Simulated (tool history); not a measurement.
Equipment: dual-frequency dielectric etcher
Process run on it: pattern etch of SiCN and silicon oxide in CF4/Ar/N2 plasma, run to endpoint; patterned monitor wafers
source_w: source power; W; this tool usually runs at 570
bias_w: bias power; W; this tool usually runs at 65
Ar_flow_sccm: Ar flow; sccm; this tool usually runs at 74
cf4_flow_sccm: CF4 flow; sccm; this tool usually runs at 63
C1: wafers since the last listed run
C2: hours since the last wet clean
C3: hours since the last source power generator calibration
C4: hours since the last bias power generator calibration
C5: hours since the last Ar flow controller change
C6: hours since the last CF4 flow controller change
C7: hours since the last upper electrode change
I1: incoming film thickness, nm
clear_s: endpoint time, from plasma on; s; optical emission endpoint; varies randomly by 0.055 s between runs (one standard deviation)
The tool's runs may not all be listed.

{"run": 1, "hour": 0.0, "source_w": 570, "bias_w": 59, "Ar_flow_sccm": 74, "cf4_flow_sccm": 63, "C1": 0, "C2": 170.9, "C3": 3954.6, "C4": 798.8, "C5": 4554.9, "C6": 2297.4, "C7": 5201.4, "I1": 8.57, "clear_s": 8.8}
{"run": 2, "hour": 87.5, "source_w": 570, "bias_w": 59, "Ar_flow_sccm": 74, "cf4_flow_sccm": 63, "C1": 1202, "C2": 258.4, "C3": 4042.1, "C4": 886.3, "C5": 4642.4, "C6": 2384.9, "C7": 5288.9, "I1": 8.53, "clear_s": 8.8}
{"run": 3, "hour": 115.8, "source_w": 570, "bias_w": 59, "Ar_flow_sccm": 74, "cf4_flow_sccm": 63, "C1": 388, "C2": 286.7, "C3": 4070.4, "C4": 914.6, "C5": 4670.7, "C6": 2413.2, "C7": 5317.2, "I1": 8.54, "clear_s": 8.6}
{"run": 4, "hour": 141.9, "source_w": 570, "bias_w": 65, "Ar_flow_sccm": 74, "cf4_flow_sccm": 63, "C1": 358, "C2": 312.8, "C3": 4096.5, "C4": 940.7, "C5": 4696.8, "C6": 2439.3, "C7": 5343.3, "I1": 8.59, "clear_s": 8.5}
{"run": 5, "hour": 199.5, "source_w": 570, "bias_w": 65, "Ar_flow_sccm": 74, "cf4_flow_sccm": 63, "C1": 791, "C2": 370.4, "C3": 4154.1, "C4": 998.3, "C5": 4754.4, "C6": 2496.9, "C7": 5400.9, "I1": 8.52, "clear_s": 8.4}
{"run": 6, "hour": 271.3, "source_w": 570, "bias_w": 65, "Ar_flow_sccm": 74, "cf4_flow_sccm": 63, "C1": 986, "C2": 442.2, "C3": 4225.9, "C4": 1070.1, "C5": 4826.2, "C6": 2568.7, "C7": 5472.7, "I1": 8.44, "clear_s": 8.3}
{"run": 7, "hour": 317.9, "source_w": 570, "bias_w": 65, "Ar_flow_sccm": 74, "cf4_flow_sccm": 63, "C1": 640, "C2": 488.8, "C3": 4272.5, "C4": 1116.7, "C5": 4872.8, "C6": 2615.3, "C7": 5519.3, "I1": 8.54, "clear_s": 8.6}
{"hour": 374.7, "done": "wet clean of the chamber"}
{"run": 8, "hour": 375.2, "source_w": 570, "bias_w": 65, "Ar_flow_sccm": 74, "cf4_flow_sccm": 63, "C1": 457, "C2": 0.5, "C3": 4329.8, "C4": 1174.0, "C5": 4930.1, "C6": 2672.6, "C7": 5576.6, "I1": 8.41, "clear_s": 8.4}
{"run": 9, "hour": 403.2, "source_w": 570, "bias_w": 65, "Ar_flow_sccm": 74, "cf4_flow_sccm": 63, "C1": 384, "C2": 28.5, "C3": 4357.8, "C4": 1202.0, "C5": 4958.1, "C6": 2700.6, "C7": 5604.6, "I1": 8.57, "clear_s": 8.5}
{"hour": 431.7, "done": "source power generator calibrated"}
{"hour": 444.3, "done": "Ar flow controller replaced"}
{"hour": 447.9, "done": "upper electrode replaced"}
{"run": 10, "hour": 611.6, "source_w": 610, "bias_w": 72, "Ar_flow_sccm": 74, "cf4_flow_sccm": 63, "C1": 2676, "C2": 236.9, "C3": 179.9, "C4": 1410.4, "C5": 167.3, "C6": 2909.0, "C7": 163.7, "I1": 8.47, "clear_s": 7.6}
{"run": 11, "hour": 638.5, "source_w": 700, "bias_w": 78, "Ar_flow_sccm": 74, "cf4_flow_sccm": 63, "C1": 369, "C2": 263.8, "C3": 206.8, "C4": 1437.3, "C5": 194.2, "C6": 2935.9, "C7": 190.6, "I1": 8.57, "clear_s": 6.5}
{"run": 12, "hour": 662.9, "source_w": 570, "bias_w": 65, "Ar_flow_sccm": 74, "cf4_flow_sccm": 56, "C1": 335, "C2": 288.2, "C3": 231.2, "C4": 1461.7, "C5": 218.6, "C6": 2960.3, "C7": 215.0, "I1": 8.54, "clear_s": 8.7}
{"run": 13, "hour": 692.5, "source_w": 570, "bias_w": 52, "Ar_flow_sccm": 74, "cf4_flow_sccm": 57, "C1": 406, "C2": 317.8, "C3": 260.8, "C4": 1491.3, "C5": 248.2, "C6": 2989.9, "C7": 244.6, "I1": 8.55, "clear_s": 9.3}
{"hour": 750.8, "done": "bias power generator calibrated"}
{"run": 14, "hour": 820.1, "source_w": 570, "bias_w": 65, "Ar_flow_sccm": 74, "cf4_flow_sccm": 63, "C1": 1698, "C2": 445.4, "C3": 388.4, "C4": 69.3, "C5": 375.8, "C6": 3117.5, "C7": 372.2, "I1": 8.57, "clear_s": 8.5}
{"hour": 826.3, "done": "CF4 flow controller replaced"}
{"run": 15, "hour": 849.7, "source_w": 520, "bias_w": 65, "Ar_flow_sccm": 74, "cf4_flow_sccm": 63, "C1": 324, "C2": 475.0, "C3": 418.0, "C4": 98.9, "C5": 405.4, "C6": 23.4, "C7": 401.8, "I1": 8.58, "clear_s": 9.3}
{"run": 16, "hour": 911.8, "source_w": 510, "bias_w": 79, "Ar_flow_sccm": 61, "cf4_flow_sccm": 67, "C1": 853, "C2": 537.1, "C3": 480.1, "C4": 161.0, "C5": 467.5, "C6": 85.5, "C7": 463.9, "I1": 8.51, "clear_s": 8.7}
{"run": 17, "hour": 965.1, "source_w": 570, "bias_w": 71, "Ar_flow_sccm": 74, "cf4_flow_sccm": 69, "C1": 732, "C2": 590.4, "C3": 533.4, "C4": 214.3, "C5": 520.8, "C6": 138.8, "C7": 517.2, "I1": 8.6, "clear_s": 8.1}
{"hour": 1032.1, "done": "wet clean of the chamber"}
{"run": 18, "hour": 1038.8, "source_w": 570, "bias_w": 65, "Ar_flow_sccm": 74, "cf4_flow_sccm": 63, "C1": 682, "C2": 6.7, "C3": 607.1, "C4": 288.0, "C5": 594.5, "C6": 212.5, "C7": 590.9, "I1": 8.49, "clear_s": 8.4}
{"run": 19, "hour": 1078.8, "source_w": 570, "bias_w": 65, "Ar_flow_sccm": 74, "cf4_flow_sccm": 63, "C1": 549, "C2": 46.7, "C3": 647.1, "C4": 328.0, "C5": 634.5, "C6": 252.5, "C7": 630.9, "I1": 8.53, "clear_s": 8.5}
{"run": 20, "hour": 1146.7, "source_w": 510, "bias_w": 65, "Ar_flow_sccm": 74, "cf4_flow_sccm": 63, "C1": 933, "C2": 114.6, "C3": 715.0, "C4": 395.9, "C5": 702.4, "C6": 320.4, "C7": 698.8, "I1": 8.47, "clear_s": 9.5}
{"run": 21, "hour": 1189.9, "source_w": 570, "bias_w": 69, "Ar_flow_sccm": 74, "cf4_flow_sccm": 73, "C1": 593, "C2": 157.8, "C3": 758.2, "C4": 439.1, "C5": 745.6, "C6": 363.6, "C7": 742.0, "I1": 8.36, "clear_s": 8.0}
{"run": 22, "hour": 1237.6, "source_w": 640, "bias_w": 65, "Ar_flow_sccm": 90, "cf4_flow_sccm": 63, "C1": 655, "C2": 205.5, "C3": 805.9, "C4": 486.8, "C5": 793.3, "C6": 411.3, "C7": 789.7, "I1": 8.48, "clear_s": 7.8}
{"run": 23, "hour": 1304.3, "source_w": 520, "bias_w": 65, "Ar_flow_sccm": 63, "cf4_flow_sccm": 63, "C1": 916, "C2": 272.2, "C3": 872.6, "C4": 553.5, "C5": 860.0, "C6": 478.0, "C7": 856.4, "I1": 8.52, "clear_s": 9.1}
{"run": 24, "hour": 1334.3, "source_w": 570, "bias_w": 65, "Ar_flow_sccm": 74, "cf4_flow_sccm": 63, "C1": 412, "C2": 302.2, "C3": 902.6, "C4": 583.5, "C5": 890.0, "C6": 508.0, "C7": 886.4, "I1": 8.48, "clear_s": 8.5}

What does the tool deliver on the next run?
{"run": 25, "hour": 1362.0, "source_w": 570, "bias_w": 65, "Ar_flow_sccm": 89, "cf4_flow_sccm": 53, "C1": 380, "C2": 329.9, "C3": 930.3, "C4": 611.2, "C5": 917.7, "C6": 535.7, "C7": 914.1, "I1": 8.51, "clear_s": "?"}

clear_s: 8.9 s
Minus the tool's unlogged condition, the same run would have read clear_s 8.9 s.
